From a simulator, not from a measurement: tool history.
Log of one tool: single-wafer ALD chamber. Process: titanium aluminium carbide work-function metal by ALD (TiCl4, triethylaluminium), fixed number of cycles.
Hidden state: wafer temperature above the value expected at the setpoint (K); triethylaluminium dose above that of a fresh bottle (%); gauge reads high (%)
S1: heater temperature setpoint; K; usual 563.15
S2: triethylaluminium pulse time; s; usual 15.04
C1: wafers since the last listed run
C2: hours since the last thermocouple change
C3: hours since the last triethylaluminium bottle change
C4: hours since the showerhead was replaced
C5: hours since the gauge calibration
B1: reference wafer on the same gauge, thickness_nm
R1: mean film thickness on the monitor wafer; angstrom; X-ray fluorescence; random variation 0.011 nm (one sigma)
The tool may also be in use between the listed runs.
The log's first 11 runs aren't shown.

run 12 hour=838.9 | S1=570.15 S2=15.04 | C1=723 C2=178.4 C3=147.5 C4=333.8 C5=2893.2 | B1=1.676 | R1=19.71
run 13 hour=909.4 | S1=563.15 S2=15.04 | C1=717 C2=248.9 C3=218 C4=404.3 C5=2963.7 | B1=1.674 | R1=18.86
run 14 hour=965.3 | S1=563.15 S2=15.04 | C1=568 C2=304.8 C3=273.9 C4=460.2 C5=3019.6 | B1=1.675 | R1=18.66
run 15 hour=1070.2 | S1=577.15 S2=17.65 | C1=1067 C2=409.7 C3=378.8 C4=565.1 C5=3124.5 | B1=1.671 | R1=20.23
run 16 hour=1144.7 | S1=558.15 S2=15.04 | C1=757 C2=484.2 C3=453.3 C4=639.6 C5=3199 | B1=1.668 | R1=18.36
-- hour=1185.9 gauge calibrated
run 17 hour=1226.9 | S1=557.15 S2=18.31 | C1=836 C2=566.4 C3=535.5 C4=721.8 C5=41 | B1=1.706 | R1=18.89
run 18 hour=1318.5 | S1=567.15 S2=18.42 | C1=931 C2=658 C3=627.1 C4=813.4 C5=132.6 | B1=1.704 | R1=19.49
run 19 hour=1388.5 | S1=575.15 S2=20.52 | C1=712 C2=728 C3=697.1 C4=883.4 C5=202.6 | B1=1.703 | R1=20.21
run 20 hour=1488.8 | S1=553.15 S2=15.04 | C1=1020 C2=828.3 C3=797.4 C4=983.7 C5=302.9 | B1=1.705 | R1=18.31
run 21 hour=1562.6 | S1=563.15 S2=15.04 | C1=750 C2=902.1 C3=871.2 C4=1057.5 C5=376.7 | B1=1.701 | R1=19.05
run 22 hour=1642.9 | S1=550.15 S2=17.12 | C1=816 C2=982.4 C3=951.5 C4=1137.8 C5=457 | B1=1.706 | R1=18.02

Run 23 comes next. What will it give?
run 23 hour=1741.2 | S1=563.15 S2=15.04 | C1=999 C2=1080.7 C3=1049.8 C4=1236.1 C5=555.3 | B1=? | R1=?

B1: 1.697
R1: 19.12 angstrom
Without the tool's hidden state the same run would have given R1 19.23 angstrom.
